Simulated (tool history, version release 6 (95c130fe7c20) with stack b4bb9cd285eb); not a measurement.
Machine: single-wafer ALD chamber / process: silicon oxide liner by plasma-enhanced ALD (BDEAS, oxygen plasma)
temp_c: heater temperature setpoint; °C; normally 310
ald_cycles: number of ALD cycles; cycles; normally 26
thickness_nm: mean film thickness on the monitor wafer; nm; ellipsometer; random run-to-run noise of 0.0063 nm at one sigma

| run | hour | temp_c | ald_cycles | read-back reference wafer on the same gauge, thickness_nm | thickness_nm |
|---|---|---|---|---|---|
| 1 | 0.0 | 310 | 26 | 2.258 | 2.530 |
| 2 | 95.5 | 310 | 26 | 2.258 | 2.534 |
| 3 | 162.4 | 310 | 26 | 2.262 | 2.540 |
| 4 | 256.3 | 321 | 26 | 2.266 | 2.506 |
| 5 | 326.5 | 321 | 26 | 2.263 | 2.505 |
| 6 | 431.8 | 321 | 26 | 2.265 | 2.508 |
| 7 | 468.1 | 310 | 26 | 2.270 | 2.549 |
| 8 | 618.6 | 310 | 26 | 2.273 | 2.548 |
| 9 | 727.5 | 310 | 26 | 2.278 | 2.556 |
| 10 | 780.7 | 310 | 26 | 2.274 | 2.559 |
| 11 | 851.4 | 310 | 26 | 2.280 | 2.554 |
| 12 | 922.5 | 310 | 26 | 2.284 | 2.553 |
| 13 | 1006.1 | 317 | 22 | 2.286 | 2.153 |
| 14 | 1067.0 | 317 | 22 | 2.288 | 2.153 |
| 15 | 1140.0 | 317 | 22 | 2.288 | 2.153 |
| 16 | 1222.8 | 301 | 26 | 2.290 | 2.607 |
| 17 | 1278.1 | 301 | 26 | 2.293 | 2.606 |
| 18 | 1358.9 | 301 | 26 | 2.298 | 2.611 |
| 19 | 1438.9 | 306 | 26 | 2.300 | 2.587 |
|  | 1535.7 | gauge calibrated |
| 20 | 1543.0 | 306 | 26 | 2.233 | 2.514 |
|  | 1584.8 | thermocouple changed; heater temperature recalibrated |
| 21 | 1603.9 | 317 | 24 | 2.237 | 2.303 |
| 22 | 1693.1 | 317 | 24 | 2.234 | 2.289 |
| 23 | 1745.6 | 301 | 26 | 2.235 | 2.544 |
| 24 | 1844.6 | 310 | 26 | 2.236 | 2.504 |
| 25 | 1950.8 | 304 | 26 | 2.237 | 2.514 |
| 26 | 2000.0 | 310 | 22 | 2.235 | 2.129 |
| 27 | 2307.7 | 310 | 26 | 2.239 | 2.513 |
| 28 | 2357.1 | 310 | 26 | 2.238 | 2.520 |
| 29 | 2400.3 | 321 | 26 | 2.238 | 2.474 |
| 30 | 2492.0 | 310 | 26 | 2.241 | 2.518 |
| 31 | 2548.1 | 310 | 26 | 2.240 | 2.515 |
| 32 | 2588.7 | 324 | 22 | 2.240 | 2.089 |
| 33 | 2632.8 | 318 | 23 | 2.242 | 2.203 |
| 34 | 2688.6 | 317 | 23 | 2.242 | 2.206 |
| 35 | 2736.1 | 310 | 23 | 2.243 | 2.215 |
| 36 | 2819.3 | 310 | 26 | 2.244 | 2.515 |
| 37 | 2885.2 | 303 | 30 | 2.246 | 2.949 |
| 38 | 2946.4 | 304 | 22 | 2.247 | 2.154 |
| 39 | 2982.5 | 321 | 28 | 2.248 | 2.677 |
| 40 | 3030.5 | 300 | 28 | 2.250 | 2.753 |
| 41 | 3152.1 | 310 | 26 | 2.249 | 2.538 |
| 42 | 3257.9 | 300 | 26 | 2.252 | 2.559 |
| 43 | 3323.2 | 315 | 30 | 2.253 | 2.910 |
| 44 | 3413.4 | 317 | 31 | 2.253 | 2.989 |
| 45 | 3481.7 | 321 | 21 | 2.256 | 2.013 |

Alternative continuations, all from the tool just after run 45; predict every row:
| A | 3482.1 | 297 | 26 | ? | ? |
| B | 3482.1 | 323 | 28 | ? | ? |
| C | 3482.1 | 310 | 30 | ? | ? |
| D | 3482.1 | 321 | 22 | ? | ? |
| E | 3482.1 | 316 | 31 | ? | ? |

| run | read-back reference wafer on the same gauge, thickness_nm | thickness_nm |
|---|---|---|
| A | 2.254 | 2.586 |
| B | 2.254 | 2.688 |
| C | 2.254 | 2.927 |
| D | 2.254 | 2.117 |
| E | 2.254 | 3.002 |
Stripped of hidden state, with their random variation kept, the same runs would have yielded:
| run | thickness_nm |
|---|---|
| A | 2.557 |
| B | 2.658 |
| C | 2.894 |
| D | 2.093 |
| E | 2.968 |
